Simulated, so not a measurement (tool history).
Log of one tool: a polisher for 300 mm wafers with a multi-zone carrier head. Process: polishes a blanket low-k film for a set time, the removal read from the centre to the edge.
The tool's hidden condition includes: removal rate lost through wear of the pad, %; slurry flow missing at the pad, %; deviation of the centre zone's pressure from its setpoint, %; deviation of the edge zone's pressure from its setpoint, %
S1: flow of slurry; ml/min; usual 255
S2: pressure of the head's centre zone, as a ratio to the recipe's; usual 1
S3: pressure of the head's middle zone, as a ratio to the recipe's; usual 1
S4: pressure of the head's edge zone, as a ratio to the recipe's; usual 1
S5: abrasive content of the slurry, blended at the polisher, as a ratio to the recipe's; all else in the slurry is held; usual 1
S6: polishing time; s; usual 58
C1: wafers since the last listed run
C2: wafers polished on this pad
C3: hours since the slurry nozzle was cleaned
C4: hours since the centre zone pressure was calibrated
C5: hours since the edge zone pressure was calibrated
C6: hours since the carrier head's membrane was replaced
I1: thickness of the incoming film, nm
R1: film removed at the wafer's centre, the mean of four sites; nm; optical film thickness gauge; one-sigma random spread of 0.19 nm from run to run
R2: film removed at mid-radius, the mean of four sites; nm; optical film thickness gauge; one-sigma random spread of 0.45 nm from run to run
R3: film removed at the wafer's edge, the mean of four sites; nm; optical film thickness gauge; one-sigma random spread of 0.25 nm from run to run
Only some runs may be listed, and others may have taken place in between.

| run | hour | S1 | S2 | S3 | S4 | S5 | S6 | C1 | C2 | C3 | C4 | C5 | C6 | I1 | R1 | R2 | R3 |
|---|---|---|---|---|---|---|---|---|---|---|---|---|---|---|---|---|---|
| 1 | 0 | 255 | 1 | 1 | 1 | 1 | 42 | 0 | 797 | 105 | 760.1 | 814.2 | 887.9 | 482.3 | 21.8 | 21.9 | 21.2 |
| 2 | 23 | 255 | 1 | 1 | 1 | 1 | 42 | 273 | 1071 | 128 | 783.1 | 837.2 | 910.9 | 485 | 21.6 | 22.2 | 21.1 |
| 3 | 39.1 | 255 | 1 | 1.06 | 1 | 1.15 | 58 | 191 | 1262 | 144.1 | 799.2 | 853.3 | 927 | 482.3 | 31.4 | 33.6 | 30.6 |
|  | 47.7 | worn pad replaced by a new one |
| 4 | 58.6 | 255 | 1 | 1.06 | 1 | 1.15 | 58 | 184 | 129 | 163.6 | 818.7 | 872.8 | 946.5 | 497 | 31.5 | 33.1 | 30.3 |
| 5 | 89.7 | 255 | 1 | 1.08 | 1 | 1 | 58 | 369 | 499 | 194.7 | 849.8 | 903.9 | 977.6 | 493.8 | 30.4 | 32.5 | 29.4 |
| 6 | 109.7 | 255 | 1 | 1.08 | 1 | 1 | 58 | 237 | 736 | 214.7 | 869.8 | 923.9 | 997.6 | 485.4 | 29.8 | 32.2 | 29.4 |
| 7 | 122.2 | 255 | 1 | 1.08 | 1 | 1 | 58 | 148 | 885 | 227.2 | 882.3 | 936.4 | 1010.1 | 488 | 30.3 | 32.1 | 29.3 |
|  | 164.5 | edge zone pressure recalibrated |
|  | 178.4 | worn pad replaced by a new one |
| 8 | 182.9 | 255 | 1 | 0.95 | 1 | 1.2 | 53 | 650 | 53 | 287.9 | 943 | 18.4 | 1070.8 | 486.9 | 28.6 | 28.6 | 28.2 |
|  | 216.8 | slurry nozzle cleaned |
|  | 218.8 | carrier head's membrane replaced by a new one |
| 9 | 257.6 | 255 | 1 | 1 | 1 | 1 | 69 | 852 | 905 | 40.8 | 1017.7 | 93.1 | 38.8 | 494 | 35.8 | 36.3 | 34.9 |
| 10 | 281.1 | 255 | 1 | 1 | 1 | 1 | 58 | 279 | 1184 | 64.3 | 1041.2 | 116.6 | 62.3 | 486 | 30.1 | 30.6 | 29.2 |
|  | 297.1 | worn pad replaced by a new one |
|  | 302.6 | centre zone pressure recalibrated |
| 11 | 315.3 | 255 | 1 | 1 | 1 | 1 | 58 | 335 | 192 | 98.5 | 12.7 | 150.8 | 96.5 | 498.9 | 30.2 | 30.8 | 29.5 |
| 12 | 350.9 | 255 | 1 | 1 | 1.08 | 0.75 | 72 | 423 | 615 | 134.1 | 48.3 | 186.4 | 132.1 | 488.8 | 33.9 | 33.6 | 34.3 |
| 13 | 365.2 | 255 | 1 | 1 | 1.12 | 1 | 58 | 169 | 785 | 148.4 | 62.6 | 200.7 | 146.4 | 482.4 | 29.8 | 29.3 | 31.1 |
| 14 | 378.9 | 255 | 1 | 1 | 1 | 0.75 | 58 | 162 | 948 | 162.1 | 76.3 | 214.4 | 160.1 | 494.5 | 27.4 | 28 | 26.3 |

Here are 5 independent what-if runs from the current tool condition. What would each one return?
| A | 379.3 | 255 | 1 | 1 | 1 | 1.2 | 58 | 4 | 952 | 162.5 | 76.7 | 214.8 | 160.5 | 492.1 | ? | ? | ? |
| B | 379.3 | 285 | 1 | 0.95 | 1.09 | 1 | 66 | 4 | 952 | 162.5 | 76.7 | 214.8 | 160.5 | 492.1 | ? | ? | ? |
| C | 379.3 | 255 | 1 | 1 | 1.03 | 0.75 | 58 | 4 | 952 | 162.5 | 76.7 | 214.8 | 160.5 | 492.1 | ? | ? | ? |
| D | 379.3 | 255 | 1 | 1 | 1 | 1.25 | 58 | 4 | 952 | 162.5 | 76.7 | 214.8 | 160.5 | 492.1 | ? | ? | ? |
| E | 379.3 | 255 | 1 | 1.04 | 1 | 1 | 58 | 4 | 952 | 162.5 | 76.7 | 214.8 | 160.5 | 492.1 | ? | ? | ? |

| run | R1 | R2 | R3 |
|---|---|---|---|
| A | 31.8 | 32.9 | 31.4 |
| B | 34.5 | 34.2 | 35.4 |
| C | 27 | 28 | 27 |
| D | 32.2 | 33.4 | 31.8 |
| E | 29.9 | 32 | 29.5 |
What these runs would have given with no unlogged condition in the tool:
| run | R1 | R2 | R3 |
|---|---|---|---|
| A | 32 | 33.1 | 31.5 |
| B | 34.8 | 34.4 | 35.6 |
| C | 27.2 | 28.2 | 27.2 |
| D | 32.5 | 33.6 | 31.9 |
| E | 30.1 | 32.2 | 29.6 |

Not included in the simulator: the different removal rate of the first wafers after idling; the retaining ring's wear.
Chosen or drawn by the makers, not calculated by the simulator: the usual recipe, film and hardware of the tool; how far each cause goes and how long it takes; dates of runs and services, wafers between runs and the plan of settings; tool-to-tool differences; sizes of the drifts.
